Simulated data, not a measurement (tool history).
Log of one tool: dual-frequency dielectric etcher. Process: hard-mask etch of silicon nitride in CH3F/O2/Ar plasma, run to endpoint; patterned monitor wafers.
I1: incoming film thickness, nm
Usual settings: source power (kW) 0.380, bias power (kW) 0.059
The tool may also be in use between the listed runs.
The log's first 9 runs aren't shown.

{"run": 10, "day": 11.504, "source power (kW)": 0.38, "bias power (kW)": 0.059, "I1": 48.69, "endpoint time (s)": 75.0}
{"run": 11, "day": 12.788, "source power (kW)": 0.38, "bias power (kW)": 0.059, "I1": 49.14, "endpoint time (s)": 75.5}
{"run": 12, "day": 13.975, "source power (kW)": 0.38, "bias power (kW)": 0.059, "I1": 48.79, "endpoint time (s)": 74.0}
{"day": 15.954, "done": "upper electrode replaced"}
{"run": 13, "day": 15.975, "source power (kW)": 0.38, "bias power (kW)": 0.062, "I1": 48.63, "endpoint time (s)": 72.9}
{"run": 14, "day": 16.379, "source power (kW)": 0.38, "bias power (kW)": 0.059, "I1": 48.86, "endpoint time (s)": 74.1}
{"run": 15, "day": 17.792, "source power (kW)": 0.38, "bias power (kW)": 0.059, "I1": 48.43, "endpoint time (s)": 73.7}
{"run": 16, "day": 18.796, "source power (kW)": 0.38, "bias power (kW)": 0.059, "I1": 49.51, "endpoint time (s)": 74.1}
{"run": 17, "day": 19.754, "source power (kW)": 0.35, "bias power (kW)": 0.05, "I1": 48.88, "endpoint time (s)": 82.5}
{"run": 18, "day": 20.346, "source power (kW)": 0.33, "bias power (kW)": 0.073, "I1": 48.59, "endpoint time (s)": 71.7}
{"day": 23.621, "done": "source power generator calibrated"}
{"run": 19, "day": 23.929, "source power (kW)": 0.48, "bias power (kW)": 0.071, "I1": 49.1, "endpoint time (s)": 64.7}
{"run": 20, "day": 25.279, "source power (kW)": 0.32, "bias power (kW)": 0.052, "I1": 48.35, "endpoint time (s)": 83.0}
{"day": 29.488, "done": "wet clean of the chamber"}
{"run": 21, "day": 29.508, "source power (kW)": 0.3, "bias power (kW)": 0.059, "I1": 48.46, "endpoint time (s)": 79.7}
{"run": 22, "day": 30.112, "source power (kW)": 0.38, "bias power (kW)": 0.059, "I1": 49.05, "endpoint time (s)": 75.1}
{"run": 23, "day": 31.533, "source power (kW)": 0.31, "bias power (kW)": 0.064, "I1": 48.87, "endpoint time (s)": 76.6}
{"run": 24, "day": 32.283, "source power (kW)": 0.44, "bias power (kW)": 0.051, "I1": 48.92, "endpoint time (s)": 74.0}
{"run": 25, "day": 33.412, "source power (kW)": 0.43, "bias power (kW)": 0.052, "I1": 48.64, "endpoint time (s)": 74.5}
{"day": 35.271, "done": "bias power generator calibrated"}
{"run": 26, "day": 37.758, "source power (kW)": 0.38, "bias power (kW)": 0.059, "I1": 48.49, "endpoint time (s)": 74.7}
{"run": 27, "day": 39.054, "source power (kW)": 0.38, "bias power (kW)": 0.059, "I1": 48.97, "endpoint time (s)": 73.7}
{"run": 28, "day": 39.804, "source power (kW)": 0.29, "bias power (kW)": 0.069, "I1": 48.58, "endpoint time (s)": 77.8}
{"run": 29, "day": 40.896, "source power (kW)": 0.34, "bias power (kW)": 0.069, "I1": 48.5, "endpoint time (s)": 72.2}
{"run": 30, "day": 42.342, "source power (kW)": 0.35, "bias power (kW)": 0.049, "I1": 48.72, "endpoint time (s)": 81.5}
{"run": 31, "day": 43.604, "source power (kW)": 0.46, "bias power (kW)": 0.059, "I1": 48.83, "endpoint time (s)": 67.9}
{"run": 32, "day": 44.762, "source power (kW)": 0.38, "bias power (kW)": 0.059, "I1": 48.81, "endpoint time (s)": 73.5}
{"run": 33, "day": 45.6, "source power (kW)": 0.3, "bias power (kW)": 0.066, "I1": 48.6, "endpoint time (s)": 77.7}

4 ways to go on from here, each from the tool as it stands after run 33. What would each give?
{"run": "A", "day": 45.617, "source power (kW)": 0.38, "bias power (kW)": 0.055, "I1": 48.48, "endpoint time (s)": "?"}
{"run": "B", "day": 45.617, "source power (kW)": 0.32, "bias power (kW)": 0.048, "I1": 48.48, "endpoint time (s)": "?"}
{"run": "C", "day": 45.617, "source power (kW)": 0.31, "bias power (kW)": 0.067, "I1": 48.48, "endpoint time (s)": "?"}
{"run": "D", "day": 45.617, "source power (kW)": 0.38, "bias power (kW)": 0.048, "I1": 48.48, "endpoint time (s)": "?"}

run=A endpoint_time_(s)=76.0
run=B endpoint_time_(s)=85.5
run=C endpoint_time_(s)=76.5
run=D endpoint_time_(s)=79.8
Without the tool's hidden state the same runs would have given:
run=A endpoint_time_(s)=76.0
run=B endpoint_time_(s)=85.5
run=C endpoint_time_(s)=76.5
run=D endpoint_time_(s)=79.8

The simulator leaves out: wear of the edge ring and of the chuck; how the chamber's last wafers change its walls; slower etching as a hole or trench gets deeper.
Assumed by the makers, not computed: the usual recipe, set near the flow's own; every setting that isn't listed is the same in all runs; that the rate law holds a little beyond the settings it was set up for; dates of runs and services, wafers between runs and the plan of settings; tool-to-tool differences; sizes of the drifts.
